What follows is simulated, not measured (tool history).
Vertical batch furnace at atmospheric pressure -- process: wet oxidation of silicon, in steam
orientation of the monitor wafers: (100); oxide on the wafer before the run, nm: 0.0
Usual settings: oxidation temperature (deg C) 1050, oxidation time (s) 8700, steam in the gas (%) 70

| run | day | oxidation temperature (deg C) | oxidation time (s) | steam in the gas (%) | wafers since the last listed run | hours since the last temperature calibration | hours since the steam generator was serviced | hours since the gauge calibration | read-back reference wafer on the same gauge, thickness | oxide thickness on the monitor wafer (angstrom) |
|---|---|---|---|---|---|---|---|---|---|---|
| 1 | 0.000 | 1050 | 10680 | 70 | 0 | 2694.3 | 2006.4 | 28.8 | 755.49 | 8032.4 |
| 2 | 0.729 | 1050 | 10680 | 70 | 155 | 2711.8 | 2023.9 | 46.3 | 756.13 | 8038.6 |
| 3 | 1.233 | 1050 | 8700 | 70 | 107 | 2723.9 | 2036.0 | 58.4 | 755.99 | 7150.2 |
| 4 | 1.979 | 1050 | 8700 | 70 | 159 | 2741.8 | 2053.9 | 76.3 | 756.54 | 7133.3 |
| 5 | 2.796 | 1050 | 8700 | 70 | 174 | 2761.4 | 2073.5 | 95.9 | 755.84 | 7117.6 |
| 6 | 3.129 | 1050 | 8700 | 70 | 71 | 2769.4 | 2081.5 | 103.9 | 755.93 | 7116.0 |
| 7 | 3.442 | 1050 | 8700 | 70 | 66 | 2776.9 | 2089.0 | 111.4 | 756.16 | 7117.6 |
| 8 | 3.800 | 1050 | 8700 | 70 | 76 | 2785.5 | 2097.6 | 120.0 | 756.01 | 7128.8 |
| 9 | 4.183 | 1050 | 8700 | 70 | 81 | 2794.7 | 2106.8 | 129.2 | 755.77 | 7099.7 |
| 10 | 4.971 | 1050 | 8700 | 70 | 168 | 2813.6 | 2125.7 | 148.1 | 756.35 | 7121.6 |
| 11 | 5.383 | 1050 | 8700 | 70 | 88 | 2823.5 | 2135.6 | 158.0 | 756.17 | 7117.1 |
| 12 | 5.812 | 1050 | 8700 | 70 | 91 | 2833.8 | 2145.9 | 168.3 | 756.00 | 7077.5 |
| 13 | 6.417 | 1042 | 12150 | 70 | 129 | 2848.3 | 2160.4 | 182.8 | 755.97 | 8293.3 |
| 14 | 6.854 | 1036 | 12930 | 77 | 93 | 2858.8 | 2170.9 | 193.3 | 755.87 | 8849.1 |
| 15 | 7.542 | 1026 | 8700 | 60 | 146 | 2875.3 | 2187.4 | 209.8 | 756.27 | 5713.7 |
|  | 8.879 | thermocouples replaced and temperature profile calibrated |
| 16 | 8.900 | 1071 | 6480 | 76 | 76 | 0.5 | 2220.0 | 242.4 | 756.24 | 6887.2 |
| 17 | 9.117 | 1041 | 10830 | 70 | 46 | 5.7 | 2225.2 | 247.6 | 756.14 | 7692.5 |
|  | 10.171 | steam generator serviced |
| 18 | 10.192 | 1063 | 8700 | 80 | 16 | 31.5 | 0.5 | 273.4 | 755.73 | 8542.5 |
|  | 10.338 | gauge calibrated |
| 19 | 10.729 | 1050 | 12810 | 66 | 114 | 44.4 | 13.4 | 9.4 | 755.32 | 9027.7 |
| 20 | 11.062 | 1050 | 6030 | 70 | 71 | 52.4 | 21.4 | 17.4 | 755.98 | 6005.6 |
| 21 | 12.896 | 1050 | 8700 | 70 | 391 | 96.4 | 65.4 | 61.4 | 755.45 | 7449.7 |
| 22 | 13.308 | 1069 | 11190 | 70 | 88 | 106.3 | 75.3 | 71.3 | 756.00 | 9321.6 |

Alternative continuations, all from the tool just after run 22; predict every row:
| A | 13.529 | 1074 | 8700 | 70 | 47 | 111.6 | 80.6 | 76.6 | ? | ? |
| B | 13.529 | 1058 | 8700 | 70 | 47 | 111.6 | 80.6 | 76.6 | ? | ? |
| C | 13.529 | 1050 | 8700 | 65 | 47 | 111.6 | 80.6 | 76.6 | ? | ? |

| run | read-back reference wafer on the same gauge, thickness | oxide thickness on the monitor wafer (angstrom) |
|---|---|---|
| A | 755.53 | 8251.6 |
| B | 755.53 | 7713.9 |
| C | 755.53 | 7128.6 |
Without the tool's hidden state the same runs would have given:
| run | oxide thickness on the monitor wafer (angstrom) |
|---|---|
| A | 8273.7 |
| B | 7735.0 |
| C | 7148.5 |
